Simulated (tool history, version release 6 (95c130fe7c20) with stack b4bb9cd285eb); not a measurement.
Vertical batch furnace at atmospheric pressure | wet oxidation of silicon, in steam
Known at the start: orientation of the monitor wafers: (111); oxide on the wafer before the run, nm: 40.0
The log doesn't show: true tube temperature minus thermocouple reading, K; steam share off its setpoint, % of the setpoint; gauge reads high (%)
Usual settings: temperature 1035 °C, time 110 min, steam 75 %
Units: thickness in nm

run,hour,temperature,time,steam,wafers since the last listed run,hours since the last temperature calibration,hours since the steam generator was serviced,hours since the gauge calibration,"read-back reference wafer on the same gauge, thickness",thickness
1,0,1035,149.5,75,0,3717,688.5,435.3,679.02,859.83
2,27.2,1035,110,75,307,3744.2,715.7,462.5,678.89,727.72
3,53.2,1035,110,75,293,3770.2,741.7,488.5,678.87,727.75
4,75.9,1035,110,75,256,3792.9,764.4,511.2,679.27,727.7
5,95.1,1045,110,80,216,3812.1,783.6,530.4,679.03,784.97
6,120.6,1045,110,80,288,3837.6,809.1,555.9,678.79,783.38
7,142.2,1035,110,75,244,3859.2,830.7,577.5,678.48,726.78
8,207.9,1035,110,75,742,3924.9,896.4,643.2,679.05,727.2
# hour 234.7: gauge calibrated
9,235.9,1035,110,75,316,3952.9,924.4,1.2,678.99,727.82
10,265.3,1024,110,75,332,3982.3,953.8,30.6,678.88,696.94
11,287.3,1024,110,75,248,4004.3,975.8,52.6,678.64,694.74
12,314.5,1024,110,75,307,4031.5,1003,79.8,679.15,695.09
13,349.5,1035,110,75,395,4066.5,1038,114.8,679.23,728.31
14,363.3,1022,110,75,155,4080.3,1051.8,128.6,678.75,691.14
15,376.1,1035,110,75,144,4093.1,1064.6,141.4,678.85,728.98
16,393.3,1058,90.5,85,194,4110.3,1081.8,158.6,678.77,765.69
17,423.1,1035,110,75,336,4140.1,1111.6,188.4,679.18,726.77
# hour 468.6: thermocouples replaced and temperature profile calibrated
18,469.1,1024,164.5,85,248,0.5,1157.6,234.4,679.12,920.47
19,490.2,1055,110,75,238,21.6,1178.7,255.5,678.71,778.6
20,503.8,1035,133.5,75,153,35.2,1192.3,269.1,679.08,802.32
21,537.5,1025,110,75,380,68.9,1226,302.8,678.57,687.88
22,552.1,1035,110,75,164,83.5,1240.6,317.4,678.77,719.84
23,585.2,1035,110,67,373,116.6,1273.7,350.5,679.24,673.59
24,606.3,1035,110,75,238,137.7,1294.8,371.6,679.44,718.64
25,637.3,1026,140.5,71,350,168.7,1325.8,402.6,679.3,770.69
# hour 685.1: steam generator serviced
26,685.6,1035,110,75,274,217,0.5,450.9,679.48,729.7
27,691.5,1035,110,63,66,222.9,6.4,456.8,678.69,662.82
28,710.1,1042,146,71,210,241.5,25,475.4,678.83,851.73
29,726.8,1035,110,75,188,258.2,41.7,492.1,679.24,727.15
30,747.8,1035,95,75,237,279.2,62.7,513.1,678.92,671.17
31,779.3,1035,145.5,75,355,310.7,94.2,544.6,678.4,848.05
32,875.7,1046,110,75,1088,407.1,190.6,641,678.86,757.02
33,888.9,1057,110,72,149,420.3,203.8,654.2,678.63,774.15
34,906.9,1049,91.5,65,203,438.3,221.8,672.2,679.2,640.04
# hour 929: gauge calibrated
35,931.3,1035,110,75,275,462.7,246.2,2.3,679.08,724.3
36,960.5,1035,164,64,329,491.9,275.4,31.5,679.18,827.43
37,994.4,1021,133,68,382,525.8,309.3,65.4,678.71,717.66

Some steps in thickness between neighbouring runs. How much of each would the tool show without its hidden state too (settings, what came in, random variation), and how much is left for the hidden state, with any gauge scatter that isn't in both results?
Run 17 -> 18: temperature 1035 -> 1024, time 110 -> 164.5, steam 75 -> 85, thermocouples replaced and temperature profile calibrated. thickness +193.7 nm: hidden state -12.54, all else +206.24.
Run 18 -> 19: temperature 1024 -> 1055, time 164.5 -> 110, steam 85 -> 75. thickness -141.87 nm: hidden state +2.18, all else -144.05.
Run 25 -> 26: temperature 1026 -> 1035, time 140.5 -> 110, steam 71 -> 75, steam generator serviced. thickness -40.99 nm: hidden state +12.24, all else -53.23.
Run 27 -> 28: temperature 1035 -> 1042, time 110 -> 146, steam 63 -> 71. thickness +188.91 nm: hidden state -0.72, all else +189.63.
Run 30 -> 31: time 95 -> 145.5. thickness +176.88 nm: hidden state -1.29, all else +178.17.
